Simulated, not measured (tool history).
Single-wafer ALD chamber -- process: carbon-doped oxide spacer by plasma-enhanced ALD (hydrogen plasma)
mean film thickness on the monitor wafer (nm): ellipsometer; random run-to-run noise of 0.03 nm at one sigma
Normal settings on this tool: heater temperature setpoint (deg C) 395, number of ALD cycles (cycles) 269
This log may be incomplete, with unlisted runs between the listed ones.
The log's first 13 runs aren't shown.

run,hour,heater temperature setpoint (deg C),number of ALD cycles (cycles),wafers since the last listed run,hours since the last thermocouple change,hours since the gauge calibration,"read-back reference wafer on the same gauge, thickness_nm",mean film thickness on the monitor wafer (nm)
# hour 973.5: thermocouple changed; heater temperature recalibrated
14,1007.4,388,269,91,33.9,972.9,14.395,12.036
15,1067.3,386,269,71,93.8,1032.8,14.369,12.039
16,1156.9,386,269,107,183.4,1122.4,14.371,12.067
17,1230.9,395,269,88,257.4,1196.4,14.377,12.067
18,1307.9,408,269,92,334.4,1273.4,14.349,11.835
19,1375.5,388,309,80,402,1341,14.325,13.908
20,1463.6,395,269,105,490.1,1429.1,14.328,12.045
21,1507.6,395,269,52,534.1,1473.1,14.328,12.067
22,1558.7,387,269,61,585.2,1524.2,14.328,12.029
23,1629.7,388,251,84,656.2,1595.2,14.318,11.179
# hour 1683.8: gauge calibrated
24,1716.4,384,269,103,742.9,32.6,14.468,12.106
25,1754.5,407,314,45,781,70.7,14.474,13.983
26,1825.1,395,269,84,851.6,141.3,14.465,12.087
27,1922,395,269,115,948.5,238.2,14.448,12.111
28,1970.6,406,223,58,997.1,286.8,14.446,9.918
29,2102.3,395,249,157,1128.8,418.5,14.425,11.237
30,2163.2,385,269,72,1189.7,479.4,14.428,12.123
31,2221,380,310,69,1247.5,537.2,14.411,13.914
32,2309.5,395,243,105,1336,625.7,14.406,10.867
33,2568.6,395,269,309,1595.1,884.8,14.35,12.073

Forecast each of these 3 alternatives for the next run:
A,2569.4,395,234,0,1595.9,885.6,?,?
B,2569.4,402,285,0,1595.9,885.6,?,?
C,2569.4,401,269,0,1595.9,885.6,?,?

run,"read-back reference wafer on the same gauge, thickness_nm",mean film thickness on the monitor wafer (nm)
A,14.351,10.456
B,14.351,12.691
C,14.351,12.01
Without the tool's hidden state the same runs would have given:
run,mean film thickness on the monitor wafer (nm)
A,10.554
B,12.81
C,12.122

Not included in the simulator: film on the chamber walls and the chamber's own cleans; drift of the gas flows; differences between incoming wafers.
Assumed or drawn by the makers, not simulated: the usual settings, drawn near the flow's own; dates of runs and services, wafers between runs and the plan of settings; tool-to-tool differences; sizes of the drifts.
